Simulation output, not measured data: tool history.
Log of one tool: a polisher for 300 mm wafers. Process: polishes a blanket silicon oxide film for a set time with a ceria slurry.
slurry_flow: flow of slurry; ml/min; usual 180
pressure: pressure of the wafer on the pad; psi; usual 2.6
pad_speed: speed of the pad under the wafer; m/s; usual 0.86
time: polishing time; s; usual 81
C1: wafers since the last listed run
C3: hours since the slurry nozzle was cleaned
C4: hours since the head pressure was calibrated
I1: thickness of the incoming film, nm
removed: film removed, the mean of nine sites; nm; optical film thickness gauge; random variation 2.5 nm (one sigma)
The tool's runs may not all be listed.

Run 1, hour 0: usual settings; C1 0; wafers polished on this pad 161; C3 109.5; C4 839.6; I1 968.6. Result: removed 252 nm.
Run 2, hour 19.5: usual settings; C1 148; wafers polished on this pad 309; C3 129; C4 859.1; I1 972.9. Result: removed 252.5 nm.
Run 3, hour 103.2: usual settings; C1 635; wafers polished on this pad 945; C3 212.7; C4 942.8; I1 977.8. Result: removed 256.2 nm.
Run 4, hour 115.9: usual settings but pressure 3.2 psi; C1 96; wafers polished on this pad 1041; C3 225.4; C4 955.5; I1 977.6. Result: removed 313.6 nm.
Run 5, hour 131.8: usual settings but pressure 3.2 psi; C1 120; wafers polished on this pad 1162; C3 241.3; C4 971.4; I1 948.4. Result: removed 316.1 nm.
Run 6, hour 144.9: usual settings; C1 99; wafers polished on this pad 1262; C3 254.4; C4 984.5; I1 967. Result: removed 252.6 nm.
Run 7, hour 157.1: usual settings; C1 92; wafers polished on this pad 1355; C3 266.6; C4 996.7; I1 972.7. Result: removed 258.6 nm.
At hour 160.4: slurry nozzle cleaned.
At hour 162.9: worn pad replaced by a new one.
Run 8, hour 171.1: usual settings but pad_speed 0.78 m/s; C1 79; wafers polished on this pad 62; C3 10.7; C4 1010.7; I1 978. Result: removed 235.5 nm.
At hour 177.4: head pressure recalibrated.
Run 9, hour 193.3: usual settings but slurry_flow 140 ml/min, pressure 3.1 psi, time 63 s; C1 153; wafers polished on this pad 215; C3 32.9; C4 15.9; I1 981.3. Result: removed 204.9 nm.
Run 10, hour 215.2: usual settings but slurry_flow 215 ml/min; C1 166; wafers polished on this pad 382; C3 54.8; C4 37.8; I1 956.7. Result: removed 237.2 nm.
Run 11, hour 246.8: usual settings but pad_speed 0.78 m/s; C1 240; wafers polished on this pad 622; C3 86.4; C4 69.4; I1 958.3. Result: removed 213.4 nm.
Run 12, hour 259.9: usual settings but slurry_flow 140 ml/min, pressure 3.1 psi, time 63 s; C1 99; wafers polished on this pad 721; C3 99.5; C4 82.5; I1 988.5. Result: removed 206.1 nm.
Run 13, hour 279.9: usual settings but slurry_flow 145 ml/min, pressure 3.4 psi, pad_speed 0.78 m/s, time 90 s; C1 151; wafers polished on this pad 873; C3 119.5; C4 102.5; I1 992.7. Result: removed 302.5 nm.
Run 14, hour 315.3: usual settings but slurry_flow 240 ml/min, pressure 3.3 psi, time 72 s; C1 268; wafers polished on this pad 1142; C3 154.9; C4 137.9; I1 964.7. Result: removed 281.1 nm.
At hour 335.7: worn pad replaced by a new one.
Run 15, hour 341.2: usual settings but pressure 2.3 psi, pad_speed 1 m/s; C1 166; wafers polished on this pad 42; C3 180.8; C4 163.8; I1 956.7. Result: removed 246.8 nm.
Run 16, hour 370.8: usual settings but slurry_flow 235 ml/min, pad_speed 1.02 m/s; C1 224; wafers polished on this pad 266; C3 210.4; C4 193.4; I1 953.8. Result: removed 295.7 nm.

Measured less the same run without the tool's hidden state. The same run-to-run variation is in both; the gauge's scatter may not be:
The hidden state here: removal rate lost through wear of the pad, %; slurry flow missing at the pad, %; deviation of the head's pressure from its setpoint, %.
run  removed
  1    +26.5
  2    +26.7
  3    +27.5
  4    +33.7
  5      +34
  6    +27.2
  7      +28
  8    +25.5
  9     +0.9
 10     +2.9
 11     +4.8
 12     +5.5
 13     +9.7
 14    +11.5
 15    +11.5
 16    +15.6
